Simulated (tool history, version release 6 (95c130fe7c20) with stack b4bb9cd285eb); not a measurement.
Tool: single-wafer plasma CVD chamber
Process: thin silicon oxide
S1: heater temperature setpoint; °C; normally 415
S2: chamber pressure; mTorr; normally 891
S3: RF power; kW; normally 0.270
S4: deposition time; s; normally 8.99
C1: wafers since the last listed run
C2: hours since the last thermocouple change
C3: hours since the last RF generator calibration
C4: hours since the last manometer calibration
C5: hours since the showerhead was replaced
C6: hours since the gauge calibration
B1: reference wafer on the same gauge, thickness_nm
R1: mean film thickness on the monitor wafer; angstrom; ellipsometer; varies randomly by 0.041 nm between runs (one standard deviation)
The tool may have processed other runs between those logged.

run	hour	S1	S2	S3	S4	C1	C2	C3	C4	C5	C6	B1	R1
1	0.0	415	891	0.270	8.99	0	199.2	1756.3	1181.1	6347.3	1025.9	15.102	175.08
2	68.5	415	891	0.270	8.99	1785	267.7	1824.8	1249.6	6415.8	1094.4	15.102	175.11
3	142.0	406	891	0.270	8.99	1916	341.2	1898.3	1323.1	6489.3	1167.9	15.099	176.61
4	208.7	406	891	0.270	8.99	1738	407.9	1965.0	1389.8	6556.0	1234.6	15.091	175.64
5	258.4	406	891	0.270	8.99	1295	457.6	2014.7	1439.5	6605.7	1284.3	15.094	177.15
6	348.8	415	891	0.270	8.99	2356	548.0	2105.1	1529.9	6696.1	1374.7	15.099	175.77
# hour 389.7: gauge calibrated
7	421.3	415	891	0.270	8.99	1889	620.5	2177.6	1602.4	6768.6	31.6	15.099	175.75
8	520.0	415	891	0.310	8.99	2572	719.2	2276.3	1701.1	6867.3	130.3	15.095	184.04
# hour 602.9: RF generator calibrated
9	603.4	415	891	0.310	8.99	1965	802.6	0.5	1784.5	6950.7	213.7	15.096	187.09
10	640.0	415	891	0.310	8.99	954	839.2	37.1	1821.1	6987.3	250.3	15.106	187.28
11	693.8	415	891	0.270	8.99	1402	893.0	90.9	1874.9	7041.1	304.1	15.103	178.67
# hour 746.7: capacitance manometer re-zeroed and calibrated
12	748.5	415	891	0.270	8.32	1217	947.7	145.6	1.8	7095.8	358.8	15.101	164.66
13	803.1	426	891	0.255	7.22	1423	1002.3	200.2	56.4	7150.4	413.4	15.094	139.13
14	881.1	415	827	0.270	9.67	2033	1080.3	278.2	134.4	7228.4	491.4	15.105	182.31

Forecast run 15:
15	918.3	415	891	0.305	7.97	969	1117.5	315.4	171.6	7265.6	528.6	?	?

Run 15 gave B1 15.103, R1 163.75 angstrom.
Minus the tool's unlogged condition, the same run would have read R1 164.70 angstrom.
